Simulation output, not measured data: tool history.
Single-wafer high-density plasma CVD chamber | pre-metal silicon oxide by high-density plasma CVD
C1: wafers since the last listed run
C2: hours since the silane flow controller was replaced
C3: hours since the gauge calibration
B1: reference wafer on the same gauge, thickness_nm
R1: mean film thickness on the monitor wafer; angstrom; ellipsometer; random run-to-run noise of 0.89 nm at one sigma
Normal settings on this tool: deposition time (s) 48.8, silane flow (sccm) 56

{"run": 1, "hour": 0.0, "deposition time (s)": 48.8, "silane flow (sccm)": 56, "C1": 0, "C2": 2807.2, "C3": 431.1, "B1": 262.125, "R1": 2730.27}
{"run": 2, "hour": 65.8, "deposition time (s)": 48.8, "silane flow (sccm)": 56, "C1": 1468, "C2": 2873.0, "C3": 496.9, "B1": 261.991, "R1": 2754.15}
{"run": 3, "hour": 115.4, "deposition time (s)": 43.6, "silane flow (sccm)": 56, "C1": 1106, "C2": 2922.6, "C3": 546.5, "B1": 261.795, "R1": 2446.62}
{"run": 4, "hour": 181.1, "deposition time (s)": 43.6, "silane flow (sccm)": 56, "C1": 1465, "C2": 2988.3, "C3": 612.2, "B1": 262.21, "R1": 2443.84}
{"run": 5, "hour": 227.4, "deposition time (s)": 43.6, "silane flow (sccm)": 56, "C1": 1032, "C2": 3034.6, "C3": 658.5, "B1": 261.753, "R1": 2443.92}
{"run": 6, "hour": 285.1, "deposition time (s)": 48.8, "silane flow (sccm)": 56, "C1": 1287, "C2": 3092.3, "C3": 716.2, "B1": 262.037, "R1": 2740.84}
{"run": 7, "hour": 331.7, "deposition time (s)": 48.8, "silane flow (sccm)": 56, "C1": 1039, "C2": 3138.9, "C3": 762.8, "B1": 262.148, "R1": 2733.87}
{"run": 8, "hour": 355.9, "deposition time (s)": 48.8, "silane flow (sccm)": 56, "C1": 539, "C2": 3163.1, "C3": 787.0, "B1": 261.957, "R1": 2737.05}
{"run": 9, "hour": 426.0, "deposition time (s)": 48.8, "silane flow (sccm)": 51, "C1": 1563, "C2": 3233.2, "C3": 857.1, "B1": 262.35, "R1": 2523.88}
{"run": 10, "hour": 477.7, "deposition time (s)": 48.8, "silane flow (sccm)": 51, "C1": 1153, "C2": 3284.9, "C3": 908.8, "B1": 262.171, "R1": 2521.52}
{"run": 11, "hour": 569.1, "deposition time (s)": 48.8, "silane flow (sccm)": 51, "C1": 2039, "C2": 3376.3, "C3": 1000.2, "B1": 262.021, "R1": 2510.42}
{"run": 12, "hour": 624.2, "deposition time (s)": 50.8, "silane flow (sccm)": 56, "C1": 1229, "C2": 3431.4, "C3": 1055.3, "B1": 261.701, "R1": 2851.77}
{"run": 13, "hour": 659.9, "deposition time (s)": 41.4, "silane flow (sccm)": 56, "C1": 796, "C2": 3467.1, "C3": 1091.0, "B1": 261.875, "R1": 2320.53}
{"run": 14, "hour": 705.3, "deposition time (s)": 41.4, "silane flow (sccm)": 56, "C1": 1012, "C2": 3512.5, "C3": 1136.4, "B1": 261.87, "R1": 2326.41}
{"run": 15, "hour": 753.0, "deposition time (s)": 51.7, "silane flow (sccm)": 56, "C1": 1064, "C2": 3560.2, "C3": 1184.1, "B1": 262.225, "R1": 2893.36}
{"run": 16, "hour": 798.1, "deposition time (s)": 51.7, "silane flow (sccm)": 56, "C1": 1006, "C2": 3605.3, "C3": 1229.2, "B1": 262.005, "R1": 2911.73}
{"run": 17, "hour": 831.8, "deposition time (s)": 48.8, "silane flow (sccm)": 65, "C1": 751, "C2": 3639.0, "C3": 1262.9, "B1": 262.261, "R1": 3118.4}
{"hour": 834.2, "done": "gauge calibrated"}
{"run": 18, "hour": 872.4, "deposition time (s)": 48.8, "silane flow (sccm)": 56, "C1": 905, "C2": 3679.6, "C3": 38.2, "B1": 261.833, "R1": 2752.04}
{"run": 19, "hour": 913.9, "deposition time (s)": 57.1, "silane flow (sccm)": 56, "C1": 925, "C2": 3721.1, "C3": 79.7, "B1": 261.818, "R1": 3194.89}
{"run": 20, "hour": 963.9, "deposition time (s)": 40.2, "silane flow (sccm)": 61, "C1": 1115, "C2": 3771.1, "C3": 129.7, "B1": 261.944, "R1": 2439.05}
{"run": 21, "hour": 990.1, "deposition time (s)": 57.1, "silane flow (sccm)": 56, "C1": 584, "C2": 3797.3, "C3": 155.9, "B1": 262.334, "R1": 3211.63}
{"run": 22, "hour": 1030.8, "deposition time (s)": 44.1, "silane flow (sccm)": 46, "C1": 908, "C2": 3838.0, "C3": 196.6, "B1": 262.237, "R1": 2080.28}
{"run": 23, "hour": 1079.3, "deposition time (s)": 44.4, "silane flow (sccm)": 56, "C1": 1082, "C2": 3886.5, "C3": 245.1, "B1": 261.935, "R1": 2481.29}
{"run": 24, "hour": 1150.0, "deposition time (s)": 56.8, "silane flow (sccm)": 60, "C1": 1577, "C2": 3957.2, "C3": 315.8, "B1": 261.707, "R1": 3381.38}
{"hour": 1172.8, "done": "silane flow controller replaced"}
{"run": 25, "hour": 1186.9, "deposition time (s)": 48.8, "silane flow (sccm)": 56, "C1": 644, "C2": 14.1, "C3": 352.7, "B1": 262.015, "R1": 2878.81}
{"run": 26, "hour": 1214.1, "deposition time (s)": 48.8, "silane flow (sccm)": 56, "C1": 606, "C2": 41.3, "C3": 379.9, "B1": 261.903, "R1": 2861.71}
{"run": 27, "hour": 1266.3, "deposition time (s)": 52.1, "silane flow (sccm)": 67, "C1": 1164, "C2": 93.5, "C3": 432.1, "B1": 262.091, "R1": 3600.3}
{"run": 28, "hour": 1336.6, "deposition time (s)": 48.8, "silane flow (sccm)": 56, "C1": 1568, "C2": 163.8, "C3": 502.4, "B1": 262.394, "R1": 2848.42}
{"run": 29, "hour": 1380.8, "deposition time (s)": 53.3, "silane flow (sccm)": 62, "C1": 986, "C2": 208.0, "C3": 546.6, "B1": 261.927, "R1": 3382.93}
{"run": 30, "hour": 1420.6, "deposition time (s)": 55.4, "silane flow (sccm)": 52, "C1": 887, "C2": 247.8, "C3": 586.4, "B1": 261.889, "R1": 3003.75}
{"run": 31, "hour": 1448.3, "deposition time (s)": 57.1, "silane flow (sccm)": 56, "C1": 618, "C2": 275.5, "C3": 614.1, "B1": 262.075, "R1": 3316.26}
{"run": 32, "hour": 1506.1, "deposition time (s)": 48.8, "silane flow (sccm)": 46, "C1": 1289, "C2": 333.3, "C3": 671.9, "B1": 262.125, "R1": 2370.39}
{"run": 33, "hour": 1557.7, "deposition time (s)": 54.2, "silane flow (sccm)": 63, "C1": 1151, "C2": 384.9, "C3": 723.5, "B1": 262.002, "R1": 3512.76}
{"run": 34, "hour": 1594.6, "deposition time (s)": 48.8, "silane flow (sccm)": 56, "C1": 823, "C2": 421.8, "C3": 760.4, "B1": 261.977, "R1": 2827.35}

What the log doesn't show, run by run:
gauge reads high (%): 0 on each run
H1: delivered silane flow above the setpoint (%)
run=1 H1=-5.45
run=2 H1=-5.5
run=3 H1=-5.53
run=4 H1=-5.56
run=5 H1=-5.59
run=6 H1=-5.62
run=7 H1=-5.64
run=8 H1=-5.66
run=9 H1=-5.69
run=10 H1=-5.72
run=11 H1=-5.76
run=12 H1=-5.78
run=13 H1=-5.8
run=14 H1=-5.81
run=15 H1=-5.83
run=16 H1=-5.85
run=17 H1=-5.86
run=18 H1=-5.88
run=19 H1=-5.89
run=20 H1=-5.91
run=21 H1=-5.92
run=22 H1=-5.93
run=23 H1=-5.95
run=24 H1=-5.97
run=25 H1=-0.883
run=26 H1=-0.997
run=27 H1=-1.21
run=28 H1=-1.48
run=29 H1=-1.65
run=30 H1=-1.8
run=31 H1=-1.89
run=32 H1=-2.1
run=33 H1=-2.27
run=34 H1=-2.39
